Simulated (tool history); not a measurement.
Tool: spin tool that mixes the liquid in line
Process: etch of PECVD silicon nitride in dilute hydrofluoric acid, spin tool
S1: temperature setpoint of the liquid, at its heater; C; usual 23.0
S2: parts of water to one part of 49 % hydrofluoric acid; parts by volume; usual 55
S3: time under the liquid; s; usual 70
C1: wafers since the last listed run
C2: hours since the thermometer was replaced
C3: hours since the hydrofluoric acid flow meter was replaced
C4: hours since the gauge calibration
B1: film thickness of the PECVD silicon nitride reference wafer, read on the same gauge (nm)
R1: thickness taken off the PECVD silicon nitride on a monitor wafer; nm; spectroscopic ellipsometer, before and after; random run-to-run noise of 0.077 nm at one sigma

run 1 hour=0.0 | S1=23.0 S2=55 S3=55 | C1=0 C2=7.6 C3=1902.0 C4=298.5 | B1=110.00 | R1=6.08
run 2 hour=39.9 | S1=23.0 S2=55 S3=55 | C1=366 C2=47.5 C3=1941.9 C4=338.4 | B1=109.99 | R1=6.05
run 3 hour=141.3 | S1=23.0 S2=55 S3=70 | C1=931 C2=148.9 C3=2043.3 C4=439.8 | B1=110.00 | R1=7.76
run 4 hour=216.4 | S1=23.0 S2=55 S3=70 | C1=689 C2=224.0 C3=2118.4 C4=514.9 | B1=110.02 | R1=7.83
run 5 hour=305.7 | S1=23.0 S2=55 S3=70 | C1=820 C2=313.3 C3=2207.7 C4=604.2 | B1=110.01 | R1=7.80
run 6 hour=368.5 | S1=23.0 S2=55 S3=70 | C1=576 C2=376.1 C3=2270.5 C4=667.0 | B1=110.00 | R1=7.80
run 7 hour=414.6 | S1=26.5 S2=55 S3=70 | C1=423 C2=422.2 C3=2316.6 C4=713.1 | B1=109.98 | R1=10.09
-- hour=453.9 hydrofluoric acid flow meter replaced
run 8 hour=499.2 | S1=26.5 S2=55 S3=70 | C1=768 C2=506.8 C3=45.3 C4=797.7 | B1=109.98 | R1=9.70
run 9 hour=589.4 | S1=23.0 S2=55 S3=70 | C1=828 C2=597.0 C3=135.5 C4=887.9 | B1=110.02 | R1=7.85
run 10 hour=643.9 | S1=23.0 S2=55 S3=70 | C1=500 C2=651.5 C3=190.0 C4=942.4 | B1=110.01 | R1=7.80
run 11 hour=716.5 | S1=23.0 S2=55 S3=70 | C1=666 C2=724.1 C3=262.6 C4=1015.0 | B1=110.00 | R1=7.82
run 12 hour=819.7 | S1=18.5 S2=40 S3=90 | C1=948 C2=827.3 C3=365.8 C4=1118.2 | B1=110.00 | R1=9.91
-- hour=850.2 gauge calibrated
run 13 hour=877.8 | S1=21.0 S2=45 S3=50 | C1=533 C2=885.4 C3=423.9 C4=27.6 | B1=110.00 | R1=5.88
run 14 hour=925.6 | S1=23.0 S2=55 S3=70 | C1=439 C2=933.2 C3=471.7 C4=75.4 | B1=110.01 | R1=7.79
run 15 hour=1004.5 | S1=23.0 S2=55 S3=70 | C1=724 C2=1012.1 C3=550.6 C4=154.3 | B1=110.00 | R1=7.73
-- hour=1036.3 thermometer replaced
run 16 hour=1076.0 | S1=23.0 S2=55 S3=90 | C1=647 C2=39.7 C3=622.1 C4=225.8 | B1=110.00 | R1=9.96
run 17 hour=1124.5 | S1=28.0 S2=55 S3=70 | C1=445 C2=88.2 C3=670.6 C4=274.3 | B1=110.00 | R1=10.72
run 18 hour=1187.8 | S1=27.0 S2=55 S3=70 | C1=581 C2=151.5 C3=733.9 C4=337.6 | B1=110.02 | R1=10.18
run 19 hour=1247.2 | S1=26.5 S2=55 S3=70 | C1=545 C2=210.9 C3=793.3 C4=397.0 | B1=110.01 | R1=9.92
run 20 hour=1296.5 | S1=26.5 S2=75 S3=50 | C1=452 C2=260.2 C3=842.6 C4=446.3 | B1=109.99 | R1=5.14
run 21 hour=1391.9 | S1=25.0 S2=55 S3=105 | C1=876 C2=355.6 C3=938.0 C4=541.7 | B1=109.99 | R1=13.40

For each entry between runs, how does the tool's hidden state at the last listed run before it compare with that at the first listed run after it?
Run 7 -> run 8: hydrofluoric acid flow meter replaced (hour 453.9)
  the hidden state is the same at both runs
Run 12 -> run 13: gauge calibrated (hour 850.2)
  the hidden state is the same at both runs
Run 15 -> run 16: thermometer replaced (hour 1036.3)
  the hidden state is the same at both runs

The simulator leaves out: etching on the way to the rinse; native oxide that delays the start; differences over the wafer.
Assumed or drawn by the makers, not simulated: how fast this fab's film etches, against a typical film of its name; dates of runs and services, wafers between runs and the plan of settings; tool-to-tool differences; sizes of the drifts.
